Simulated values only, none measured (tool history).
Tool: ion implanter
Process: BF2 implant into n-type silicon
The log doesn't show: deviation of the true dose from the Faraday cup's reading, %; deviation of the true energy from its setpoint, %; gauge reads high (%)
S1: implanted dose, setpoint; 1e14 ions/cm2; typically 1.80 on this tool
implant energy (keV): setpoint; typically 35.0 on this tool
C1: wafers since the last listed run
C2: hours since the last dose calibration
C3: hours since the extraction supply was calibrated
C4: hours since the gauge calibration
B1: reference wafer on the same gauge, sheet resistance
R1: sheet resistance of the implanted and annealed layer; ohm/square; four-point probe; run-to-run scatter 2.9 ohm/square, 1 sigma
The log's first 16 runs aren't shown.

-- hour=1321.5 gauge calibrated
run 17 hour=1351.3 | S1=1.80 implant_energy_(keV)=35.0 | C1=2109 C2=1865.9 C3=5360.3 C4=29.8 | B1=590.65 | R1=491.70
run 18 hour=1458.0 | S1=1.80 implant_energy_(keV)=35.0 | C1=2402 C2=1972.6 C3=5467.0 C4=136.5 | B1=590.12 | R1=492.27
-- hour=1512.1 Faraday cup replaced and dose calibrated
run 19 hour=1512.9 | S1=1.49 implant_energy_(keV)=39.0 | C1=1055 C2=0.8 C3=5521.9 C4=191.4 | B1=589.11 | R1=570.01
run 20 hour=1561.1 | S1=1.55 implant_energy_(keV)=25.0 | C1=1085 C2=49.0 C3=5570.1 C4=239.6 | B1=589.79 | R1=578.98
run 21 hour=1670.3 | S1=2.20 implant_energy_(keV)=25.5 | C1=2458 C2=158.2 C3=5679.3 C4=348.8 | B1=591.18 | R1=429.95
run 22 hour=1762.6 | S1=2.01 implant_energy_(keV)=24.5 | C1=2078 C2=250.5 C3=5771.6 C4=441.1 | B1=590.10 | R1=464.58
run 23 hour=1865.0 | S1=1.80 implant_energy_(keV)=35.0 | C1=2305 C2=352.9 C3=5874.0 C4=543.5 | B1=590.21 | R1=488.77
run 24 hour=1914.5 | S1=2.24 implant_energy_(keV)=39.5 | C1=1114 C2=402.4 C3=5923.5 C4=593.0 | B1=591.40 | R1=406.21
-- hour=2019.5 extraction supply calibrated
run 25 hour=2020.0 | S1=1.80 implant_energy_(keV)=46.0 | C1=2195 C2=507.9 C3=0.5 C4=698.5 | B1=590.21 | R1=477.19
run 26 hour=2117.9 | S1=1.80 implant_energy_(keV)=35.0 | C1=2204 C2=605.8 C3=98.4 C4=796.4 | B1=588.72 | R1=491.16
run 27 hour=2197.8 | S1=2.22 implant_energy_(keV)=38.0 | C1=1798 C2=685.7 C3=178.3 C4=876.3 | B1=590.57 | R1=405.89
run 28 hour=2379.7 | S1=1.80 implant_energy_(keV)=43.5 | C1=4095 C2=867.6 C3=360.2 C4=1058.2 | B1=590.16 | R1=481.94
run 29 hour=2432.4 | S1=1.59 implant_energy_(keV)=24.0 | C1=1186 C2=920.3 C3=412.9 C4=1110.9 | B1=590.53 | R1=566.35
run 30 hour=2519.0 | S1=2.19 implant_energy_(keV)=46.5 | C1=1949 C2=1006.9 C3=499.5 C4=1197.5 | B1=590.35 | R1=401.50
run 31 hour=2571.2 | S1=2.24 implant_energy_(keV)=35.0 | C1=1175 C2=1059.1 C3=551.7 C4=1249.7 | B1=590.17 | R1=411.05
run 32 hour=2616.2 | S1=1.80 implant_energy_(keV)=35.0 | C1=1013 C2=1104.1 C3=596.7 C4=1294.7 | B1=590.70 | R1=495.22
run 33 hour=2665.6 | S1=1.96 implant_energy_(keV)=47.0 | C1=1112 C2=1153.5 C3=646.1 C4=1344.1 | B1=589.78 | R1=442.49
run 34 hour=2731.5 | S1=1.80 implant_energy_(keV)=35.0 | C1=1483 C2=1219.4 C3=712.0 C4=1410.0 | B1=588.94 | R1=492.61
run 35 hour=2804.7 | S1=1.80 implant_energy_(keV)=42.5 | C1=1648 C2=1292.6 C3=785.2 C4=1483.2 | B1=590.07 | R1=483.32
run 36 hour=2905.2 | S1=1.80 implant_energy_(keV)=39.5 | C1=2262 C2=1393.1 C3=885.7 C4=1583.7 | B1=590.95 | R1=490.64
run 37 hour=2975.9 | S1=1.80 implant_energy_(keV)=30.0 | C1=1591 C2=1463.8 C3=956.4 C4=1654.4 | B1=589.30 | R1=502.43
run 38 hour=3035.1 | S1=1.80 implant_energy_(keV)=29.5 | C1=1332 C2=1523.0 C3=1015.6 C4=1713.6 | B1=591.23 | R1=501.22

Consider 3 possible next runs. They are alternatives, not a sequence: every one starts from the tool as it was left by run 38. What does each give?
run A hour=3035.5 | S1=1.80 implant_energy_(keV)=35.0 | C1=9 C2=1523.4 C3=1016.0 C4=1714.0 | B1=? | R1=?
run B hour=3035.5 | S1=1.33 implant_energy_(keV)=35.0 | C1=9 C2=1523.4 C3=1016.0 C4=1714.0 | B1=? | R1=?
run C hour=3035.5 | S1=1.80 implant_energy_(keV)=27.0 | C1=9 C2=1523.4 C3=1016.0 C4=1714.0 | B1=? | R1=?

run=A B1=589.54 R1=488.35
run=B B1=589.54 R1=627.41
run=C B1=589.54 R1=502.96
The same runs, with their run-to-run variation unchanged, on a tool lacking any hidden condition would have given:
run=A R1=488.35
run=B R1=627.41
run=C R1=502.96
